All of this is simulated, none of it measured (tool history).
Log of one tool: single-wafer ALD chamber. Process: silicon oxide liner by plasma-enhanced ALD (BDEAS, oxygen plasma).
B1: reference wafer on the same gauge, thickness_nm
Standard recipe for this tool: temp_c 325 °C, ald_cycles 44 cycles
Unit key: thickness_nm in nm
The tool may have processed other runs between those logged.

run 1 hour=0 | temp_c=318 ald_cycles=44 | B1=4.633 | thickness_nm=3.961
run 2 hour=33.1 | temp_c=318 ald_cycles=44 | B1=4.627 | thickness_nm=3.985
run 3 hour=46.8 | temp_c=318 ald_cycles=44 | B1=4.64 | thickness_nm=3.956
run 4 hour=74.1 | temp_c=325 ald_cycles=44 | B1=4.62 | thickness_nm=3.944
run 5 hour=99.4 | temp_c=325 ald_cycles=49 | B1=4.619 | thickness_nm=4.36
run 6 hour=133.3 | temp_c=325 ald_cycles=49 | B1=4.608 | thickness_nm=4.401
run 7 hour=165.4 | temp_c=325 ald_cycles=49 | B1=4.621 | thickness_nm=4.371
run 8 hour=182.2 | temp_c=325 ald_cycles=44 | B1=4.614 | thickness_nm=3.922
run 9 hour=196.8 | temp_c=325 ald_cycles=44 | B1=4.609 | thickness_nm=3.927
run 10 hour=219.3 | temp_c=325 ald_cycles=38 | B1=4.613 | thickness_nm=3.39
run 11 hour=232.3 | temp_c=325 ald_cycles=38 | B1=4.608 | thickness_nm=3.408
run 12 hour=245.4 | temp_c=325 ald_cycles=38 | B1=4.599 | thickness_nm=3.38
run 13 hour=263.6 | temp_c=320 ald_cycles=44 | B1=4.605 | thickness_nm=3.945
run 14 hour=284.9 | temp_c=320 ald_cycles=44 | B1=4.602 | thickness_nm=3.951
run 15 hour=307.5 | temp_c=320 ald_cycles=44 | B1=4.602 | thickness_nm=3.939
run 16 hour=324.8 | temp_c=325 ald_cycles=44 | B1=4.599 | thickness_nm=3.917
run 17 hour=338.2 | temp_c=325 ald_cycles=44 | B1=4.603 | thickness_nm=3.91
run 18 hour=370.6 | temp_c=325 ald_cycles=44 | B1=4.606 | thickness_nm=3.901
run 19 hour=396.2 | temp_c=325 ald_cycles=44 | B1=4.602 | thickness_nm=3.902
run 20 hour=414 | temp_c=325 ald_cycles=51 | B1=4.593 | thickness_nm=4.527
run 21 hour=448.5 | temp_c=325 ald_cycles=51 | B1=4.601 | thickness_nm=4.522
run 22 hour=469.7 | temp_c=325 ald_cycles=44 | B1=4.606 | thickness_nm=3.916
-- hour=483.4 thermocouple changed; heater temperature recalibrated
run 23 hour=497.2 | temp_c=313 ald_cycles=44 | B1=4.589 | thickness_nm=3.959
run 24 hour=515.6 | temp_c=325 ald_cycles=37 | B1=4.603 | thickness_nm=3.302
run 25 hour=542.8 | temp_c=325 ald_cycles=44 | B1=4.595 | thickness_nm=3.895
run 26 hour=565.8 | temp_c=315 ald_cycles=49 | B1=4.593 | thickness_nm=4.416
run 27 hour=592.7 | temp_c=319 ald_cycles=49 | B1=4.592 | thickness_nm=4.379
-- hour=603.8 gauge calibrated
run 28 hour=619.9 | temp_c=325 ald_cycles=44 | B1=4.705 | thickness_nm=3.997
run 29 hour=655.4 | temp_c=325 ald_cycles=44 | B1=4.687 | thickness_nm=3.993
run 30 hour=672.2 | temp_c=333 ald_cycles=50 | B1=4.691 | thickness_nm=4.488
run 31 hour=756.7 | temp_c=325 ald_cycles=44 | B1=4.656 | thickness_nm=3.955
run 32 hour=783.8 | temp_c=325 ald_cycles=36 | B1=4.656 | thickness_nm=3.246
run 33 hour=808.5 | temp_c=325 ald_cycles=44 | B1=4.649 | thickness_nm=3.95
run 34 hour=823 | temp_c=325 ald_cycles=44 | B1=4.652 | thickness_nm=3.929
run 35 hour=836.8 | temp_c=332 ald_cycles=41 | B1=4.639 | thickness_nm=3.645
run 36 hour=865.6 | temp_c=333 ald_cycles=39 | B1=4.636 | thickness_nm=3.472
run 37 hour=885.6 | temp_c=325 ald_cycles=48 | B1=4.634 | thickness_nm=4.309
run 38 hour=916.2 | temp_c=339 ald_cycles=37 | B1=4.634 | thickness_nm=3.25
run 39 hour=948.1 | temp_c=325 ald_cycles=44 | B1=4.625 | thickness_nm=3.946
run 40 hour=979.7 | temp_c=325 ald_cycles=42 | B1=4.621 | thickness_nm=3.743
run 41 hour=998.2 | temp_c=317 ald_cycles=44 | B1=4.614 | thickness_nm=3.98
run 42 hour=1015.3 | temp_c=325 ald_cycles=41 | B1=4.616 | thickness_nm=3.658
run 43 hour=1036 | temp_c=325 ald_cycles=44 | B1=4.619 | thickness_nm=3.951
run 44 hour=1066 | temp_c=314 ald_cycles=44 | B1=4.61 | thickness_nm=3.94

Forecast each of these 3 alternatives for the next run:
run A hour=1066.5 | temp_c=325 ald_cycles=40 | B1=? | thickness_nm=?
run B hour=1066.5 | temp_c=340 ald_cycles=44 | B1=? | thickness_nm=?
run C hour=1066.5 | temp_c=316 ald_cycles=51 | B1=? | thickness_nm=?

run=A B1=4.62 thickness_nm=3.566
run=B B1=4.62 thickness_nm=3.847
run=C B1=4.62 thickness_nm=4.599
Without the tool's unlogged condition, the same runs would have read:
run=A thickness_nm=3.647
run=B thickness_nm=3.934
run=C thickness_nm=4.704
